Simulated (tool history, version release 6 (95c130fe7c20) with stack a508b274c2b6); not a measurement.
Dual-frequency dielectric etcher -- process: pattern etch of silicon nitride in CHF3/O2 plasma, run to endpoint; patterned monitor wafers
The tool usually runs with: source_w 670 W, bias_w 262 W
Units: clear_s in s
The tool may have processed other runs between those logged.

run   hour  source_w  bias_w  incoming incoming film thickness, nm  clear_s
  1    0.0       600     276                                 110.3     60.5
  2   17.9       600     276                                 110.5     60.5
  3   25.1       600     276                                 110.7     60.2
  4   38.8       670     304                                 112.3     57.2
  5   52.2       670     304                                 110.3     55.5
     108.2  -- source power generator calibrated
     122.7  -- wet clean of the chamber
     125.0  -- bias power generator calibrated
     135.9  -- upper electrode replaced, of another model than before
  6  136.4       670     304                                 110.8     56.9
  7  136.7       570     276                                 109.7     61.2
  8  137.1       670     262                                 110.4     61.6
  9  137.4       670     262                                 112.1     62.7
 10  178.0       670     262                                 110.3     61.5
 11  186.5       670     262                                 111.1     61.7
 12  195.8       670     262                                 111.2     61.7
 13  205.9       670     222                                 110.7     67.4
 14  214.8       670     281                                 110.4     58.4
 15  232.3       740     294                                 110.3     56.3
 16  240.9       500     201                                 109.6     76.0
 17  249.1       720     262                                 110.3     60.6
 18  259.5       560     224                                 110.1     69.3
 19  270.8       570     262                                 111.8     63.2
 20  323.9       670     262                                 111.2     61.1
 21  340.9       790     262                                 111.2     59.1
 22  347.6       510     283                                 109.9     60.6
 23  354.3       670     262                                 111.7     61.2
 24  365.8       720     317                                 110.2     53.2
 25  381.2       560     226                                 110.2     68.1
 26  398.4       500     292                                 111.9     60.1
 27  407.0       710     323                                 110.9     53.1
 28  415.5       670     262                                 111.5     60.6
 29  422.6       820     241                                 111.0     61.1
 30  432.6       670     262                                 110.4     60.1
 31  446.3       770     224                                 110.1     64.2
 32  455.6       810     219                                 112.6     65.6
 33  471.1       580     199                                 111.0     73.9
 34  481.9       580     262                                 111.1     62.0

Here are 5 independent what-if runs from the current tool condition. What would each one return?
  A  482.3       670     262                                 110.6        ?
  B  482.3       550     287                                 110.6        ?
  C  482.3       620     213                                 110.6        ?
  D  482.3       610     234                                 110.6        ?
  E  482.3       760     205                                 110.6        ?

run  clear_s
  A     59.9
  B     58.9
  C     69.0
  D     65.2
  E     68.0
What these runs would have given with no unlogged condition in the tool:
run  clear_s
  A     61.5
  B     60.5
  C     70.9
  D     67.0
  E     69.8
